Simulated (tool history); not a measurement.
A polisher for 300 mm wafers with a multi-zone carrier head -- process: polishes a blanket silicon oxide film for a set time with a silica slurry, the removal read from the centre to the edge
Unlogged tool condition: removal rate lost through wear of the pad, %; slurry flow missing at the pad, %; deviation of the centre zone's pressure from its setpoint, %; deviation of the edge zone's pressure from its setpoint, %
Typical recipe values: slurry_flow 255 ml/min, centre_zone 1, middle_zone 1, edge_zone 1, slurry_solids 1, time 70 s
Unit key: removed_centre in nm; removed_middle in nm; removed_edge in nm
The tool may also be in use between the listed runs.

| run | hour | slurry_flow | centre_zone | middle_zone | edge_zone | slurry_solids | time | wafers since the last listed run | wafers polished on this pad | hours since the slurry nozzle was cleaned | hours since the centre zone pressure was calibrated | hours since the edge zone pressure was calibrated | hours since the carrier head's membrane was replaced | incoming thickness of the incoming film, nm | removed_centre | removed_middle | removed_edge |
|---|---|---|---|---|---|---|---|---|---|---|---|---|---|---|---|---|---|
| 1 | 0 | 320 | 0.92 | 1 | 1.07 | 1 | 70 | 0 | 2141 | 122.1 | 374.2 | 55.8 | 372.2 | 1408 | 205.5 | 210 | 212 |
| 2 | 62.5 | 225 | 1.09 | 1 | 1 | 0.8 | 70 | 698 | 2839 | 184.6 | 436.7 | 118.3 | 434.7 | 1448.9 | 220 | 190.5 | 189 |
| 3 | 132 | 255 | 0.94 | 0.94 | 1 | 1.1 | 94 | 776 | 3616 | 254.1 | 506.2 | 187.8 | 504.2 | 1421.8 | 282.6 | 269.2 | 281.4 |
| 4 | 190.2 | 255 | 1 | 1 | 1 | 1 | 70 | 650 | 4267 | 312.3 | 564.4 | 246 | 562.4 | 1416.1 | 218.6 | 200.3 | 201.5 |
| 5 | 253.9 | 255 | 1 | 1 | 1 | 1 | 70 | 712 | 4979 | 376 | 628.1 | 309.7 | 626.1 | 1414.8 | 219 | 197.5 | 199 |
| 6 | 316.2 | 255 | 1 | 1 | 1 | 1.1 | 70 | 696 | 5675 | 438.3 | 690.4 | 372 | 688.4 | 1424.2 | 223.4 | 203.3 | 203.9 |
|  | 328.2 | worn pad replaced by a new one |
| 7 | 421.4 | 255 | 1 | 1 | 1.07 | 1 | 90 | 1131 | 1041 | 543.5 | 795.6 | 477.2 | 793.6 | 1434.7 | 312.8 | 275.1 | 285.2 |
|  | 442.1 | centre zone pressure recalibrated |
| 8 | 465.2 | 255 | 1 | 1 | 0.89 | 1 | 47 | 467 | 1508 | 587.3 | 23.1 | 521 | 837.4 | 1404.6 | 143 | 142.1 | 135.2 |
| 9 | 495.4 | 255 | 1 | 1 | 1 | 1 | 70 | 337 | 1846 | 617.5 | 53.3 | 551.2 | 867.6 | 1396.3 | 209.8 | 210.6 | 206.9 |
| 10 | 525.4 | 255 | 0.93 | 0.9 | 1 | 1 | 49 | 335 | 2181 | 647.5 | 83.3 | 581.2 | 897.6 | 1425.2 | 135.6 | 134.9 | 139.5 |
|  | 572 | slurry nozzle cleaned |
|  | 588.6 | carrier head's membrane replaced by a new one |
| 11 | 593.9 | 340 | 1.08 | 1 | 0.95 | 1 | 70 | 698 | 2880 | 21.9 | 151.8 | 649.7 | 5.3 | 1426.4 | 227.7 | 210.8 | 201.8 |
| 12 | 633.6 | 255 | 1.06 | 0.89 | 0.91 | 0.8 | 70 | 443 | 3323 | 61.6 | 191.5 | 689.4 | 45 | 1445.6 | 210.2 | 175.3 | 180.6 |
| 13 | 664.5 | 255 | 1.07 | 1 | 1 | 1 | 80 | 345 | 3669 | 92.5 | 222.4 | 720.3 | 75.9 | 1413.2 | 254.4 | 229.6 | 227.3 |
| 14 | 709.1 | 255 | 1 | 1 | 1 | 1.25 | 70 | 498 | 4167 | 137.1 | 267 | 764.9 | 120.5 | 1423.7 | 222.6 | 214 | 212.5 |
|  | 776.4 | worn pad replaced by a new one |
| 15 | 779.7 | 255 | 1 | 1 | 1 | 1 | 70 | 744 | 36 | 207.7 | 337.6 | 835.5 | 191.1 | 1446.6 | 240.4 | 232.4 | 229 |
| 16 | 849.4 | 255 | 0.95 | 1.1 | 1 | 1.15 | 89 | 779 | 816 | 277.4 | 407.3 | 905.2 | 260.8 | 1417.6 | 294.2 | 310.3 | 287.5 |
|  | 909.4 | edge zone pressure recalibrated |
| 17 | 915.6 | 255 | 1 | 1 | 1.11 | 1 | 70 | 717 | 1533 | 343.6 | 473.5 | 6.2 | 327 | 1414.7 | 227.4 | 215.9 | 218.8 |
| 18 | 974.1 | 255 | 1 | 1.1 | 1 | 0.7 | 70 | 653 | 2187 | 402.1 | 532 | 64.7 | 385.5 | 1408.2 | 204.6 | 203.5 | 190.3 |
| 19 | 1004.8 | 255 | 1 | 1 | 1 | 1 | 70 | 343 | 2530 | 432.8 | 562.7 | 95.4 | 416.2 | 1418.7 | 227.1 | 210.5 | 212.6 |
| 20 | 1059.9 | 255 | 1 | 1 | 1 | 1 | 70 | 615 | 3146 | 487.9 | 617.8 | 150.5 | 471.3 | 1426.3 | 225.6 | 206.7 | 205.5 |
| 21 | 1129.1 | 255 | 1 | 1 | 1 | 1 | 70 | 773 | 3920 | 557.1 | 687 | 219.7 | 540.5 | 1437.4 | 228.8 | 204.9 | 206.4 |
|  | 1132 | centre zone pressure recalibrated |
|  | 1283.7 | worn pad replaced by a new one |
|  | 1288.7 | slurry nozzle cleaned |
|  | 1313.2 | carrier head's membrane replaced by a new one |
| 22 | 1340.3 | 255 | 0.95 | 1 | 1 | 0.75 | 70 | 2226 | 565 | 51.6 | 208.3 | 430.9 | 27.1 | 1400.5 | 196.4 | 205.2 | 204.2 |

Consider 3 possible next runs. They are alternatives, not a sequence: every one starts from the tool as it was left by run 22. What does each give?
| A | 1340.7 | 255 | 1 | 0.92 | 1 | 1 | 70 | 4 | 569 | 52 | 208.7 | 431.3 | 27.5 | 1433.8 | ? | ? | ? |
| B | 1340.7 | 255 | 0.89 | 1.1 | 1 | 1 | 70 | 4 | 569 | 52 | 208.7 | 431.3 | 27.5 | 1433.8 | ? | ? | ? |
| C | 1340.7 | 255 | 1 | 1 | 1.03 | 1 | 70 | 4 | 569 | 52 | 208.7 | 431.3 | 27.5 | 1433.8 | ? | ? | ? |

| run | removed_centre | removed_middle | removed_edge |
|---|---|---|---|
| A | 226.4 | 207.1 | 219.4 |
| B | 201.6 | 234.9 | 218.9 |
| C | 226.5 | 219.4 | 222 |
What these runs would have given with no unlogged condition in the tool:
| run | removed_centre | removed_middle | removed_edge |
|---|---|---|---|
| A | 230.5 | 216.4 | 229.2 |
| B | 205.1 | 245.4 | 228.7 |
| C | 230.6 | 229.2 | 231.9 |

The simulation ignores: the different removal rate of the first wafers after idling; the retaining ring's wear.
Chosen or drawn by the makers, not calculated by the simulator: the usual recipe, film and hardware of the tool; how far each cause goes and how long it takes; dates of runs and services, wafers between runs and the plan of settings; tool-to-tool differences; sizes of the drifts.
